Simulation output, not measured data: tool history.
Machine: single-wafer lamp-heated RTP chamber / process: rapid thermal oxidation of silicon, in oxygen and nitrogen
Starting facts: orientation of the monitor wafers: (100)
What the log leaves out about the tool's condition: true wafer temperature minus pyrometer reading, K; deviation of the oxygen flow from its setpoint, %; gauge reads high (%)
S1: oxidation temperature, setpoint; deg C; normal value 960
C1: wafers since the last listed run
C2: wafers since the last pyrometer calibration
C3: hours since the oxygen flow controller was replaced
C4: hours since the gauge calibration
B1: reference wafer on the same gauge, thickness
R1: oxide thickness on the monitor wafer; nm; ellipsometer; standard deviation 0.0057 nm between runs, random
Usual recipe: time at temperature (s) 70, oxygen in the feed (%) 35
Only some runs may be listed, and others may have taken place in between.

{"run": 1, "hour": 0.0, "S1": 960, "time at temperature (s)": 97, "oxygen in the feed (%)": 35, "C1": 0, "C2": 4442, "C3": 1975.8, "C4": 97.5, "B1": 3.061, "R1": 4.39}
{"run": 2, "hour": 44.1, "S1": 960, "time at temperature (s)": 97, "oxygen in the feed (%)": 35, "C1": 395, "C2": 4838, "C3": 2019.9, "C4": 141.6, "B1": 3.061, "R1": 4.382}
{"run": 3, "hour": 91.3, "S1": 960, "time at temperature (s)": 70, "oxygen in the feed (%)": 35, "C1": 423, "C2": 5261, "C3": 2067.1, "C4": 188.8, "B1": 3.06, "R1": 3.881}
{"run": 4, "hour": 127.8, "S1": 960, "time at temperature (s)": 70, "oxygen in the feed (%)": 35, "C1": 327, "C2": 5589, "C3": 2103.6, "C4": 225.3, "B1": 3.06, "R1": 3.885}
{"run": 5, "hour": 213.9, "S1": 960, "time at temperature (s)": 70, "oxygen in the feed (%)": 35, "C1": 772, "C2": 6362, "C3": 2189.7, "C4": 311.4, "B1": 3.06, "R1": 3.892}
{"hour": 273.1, "done": "pyrometer window cleaned and pyrometer calibrated"}
{"run": 6, "hour": 273.6, "S1": 960, "time at temperature (s)": 70, "oxygen in the feed (%)": 35, "C1": 464, "C2": 4, "C3": 2249.4, "C4": 371.1, "B1": 3.06, "R1": 3.851}
{"run": 7, "hour": 336.3, "S1": 960, "time at temperature (s)": 70, "oxygen in the feed (%)": 35, "C1": 562, "C2": 566, "C3": 2312.1, "C4": 433.8, "B1": 3.059, "R1": 3.859}
{"run": 8, "hour": 412.7, "S1": 970, "time at temperature (s)": 70, "oxygen in the feed (%)": 47, "C1": 685, "C2": 1252, "C3": 2388.5, "C4": 510.2, "B1": 3.061, "R1": 4.466}
{"run": 9, "hour": 453.9, "S1": 970, "time at temperature (s)": 70, "oxygen in the feed (%)": 47, "C1": 369, "C2": 1622, "C3": 2429.7, "C4": 551.4, "B1": 3.06, "R1": 4.478}
{"run": 10, "hour": 539.1, "S1": 970, "time at temperature (s)": 70, "oxygen in the feed (%)": 47, "C1": 764, "C2": 2387, "C3": 2514.9, "C4": 636.6, "B1": 3.061, "R1": 4.491}
{"run": 11, "hour": 587.3, "S1": 960, "time at temperature (s)": 70, "oxygen in the feed (%)": 35, "C1": 432, "C2": 2819, "C3": 2563.1, "C4": 684.8, "B1": 3.061, "R1": 3.883}
{"hour": 595.6, "done": "oxygen flow controller replaced"}
{"run": 12, "hour": 666.0, "S1": 988, "time at temperature (s)": 70, "oxygen in the feed (%)": 26, "C1": 634, "C2": 3454, "C3": 70.4, "C4": 763.5, "B1": 3.06, "R1": 4.21}
{"run": 13, "hour": 736.1, "S1": 940, "time at temperature (s)": 91, "oxygen in the feed (%)": 17, "C1": 629, "C2": 4083, "C3": 140.5, "C4": 833.6, "B1": 3.061, "R1": 3.241}
{"hour": 869.8, "done": "gauge calibrated"}
{"hour": 933.1, "done": "pyrometer window cleaned and pyrometer calibrated"}
{"run": 14, "hour": 1046.8, "S1": 982, "time at temperature (s)": 70, "oxygen in the feed (%)": 23, "C1": 2717, "C2": 1020, "C3": 451.2, "C4": 177.0, "B1": 3.06, "R1": 3.905}
{"run": 15, "hour": 1134.6, "S1": 947, "time at temperature (s)": 70, "oxygen in the feed (%)": 25, "C1": 788, "C2": 1808, "C3": 539.0, "C4": 264.8, "B1": 3.06, "R1": 3.324}
{"run": 16, "hour": 1194.1, "S1": 946, "time at temperature (s)": 102, "oxygen in the feed (%)": 20, "C1": 534, "C2": 2342, "C3": 598.5, "C4": 324.3, "B1": 3.06, "R1": 3.549}
{"run": 17, "hour": 1300.1, "S1": 960, "time at temperature (s)": 70, "oxygen in the feed (%)": 35, "C1": 951, "C2": 3294, "C3": 704.5, "C4": 430.3, "B1": 3.06, "R1": 3.849}
{"run": 18, "hour": 1400.9, "S1": 960, "time at temperature (s)": 70, "oxygen in the feed (%)": 50, "C1": 904, "C2": 4198, "C3": 805.3, "C4": 531.1, "B1": 3.06, "R1": 4.258}

Forecast each of these 4 alternatives for the next run:
{"run": "A", "hour": 1401.4, "S1": 975, "time at temperature (s)": 70, "oxygen in the feed (%)": 35, "C1": 4, "C2": 4203, "C3": 805.8, "C4": 531.6, "B1": "?", "R1": "?"}
{"run": "B", "hour": 1401.4, "S1": 988, "time at temperature (s)": 70, "oxygen in the feed (%)": 35, "C1": 4, "C2": 4203, "C3": 805.8, "C4": 531.6, "B1": "?", "R1": "?"}
{"run": "C", "hour": 1401.4, "S1": 942, "time at temperature (s)": 86, "oxygen in the feed (%)": 17, "C1": 4, "C2": 4203, "C3": 805.8, "C4": 531.6, "B1": "?", "R1": "?"}
{"run": "D", "hour": 1401.4, "S1": 978, "time at temperature (s)": 40, "oxygen in the feed (%)": 47, "C1": 4, "C2": 4203, "C3": 805.8, "C4": 531.6, "B1": "?", "R1": "?"}

run=A B1=3.060 R1=4.239
run=B B1=3.060 R1=4.611
run=C B1=3.060 R1=3.233
run=D B1=3.060 R1=3.807
Without the tool's hidden state the same runs would have given:
run=A R1=4.167
run=B R1=4.527
run=C R1=3.196
run=D R1=3.751
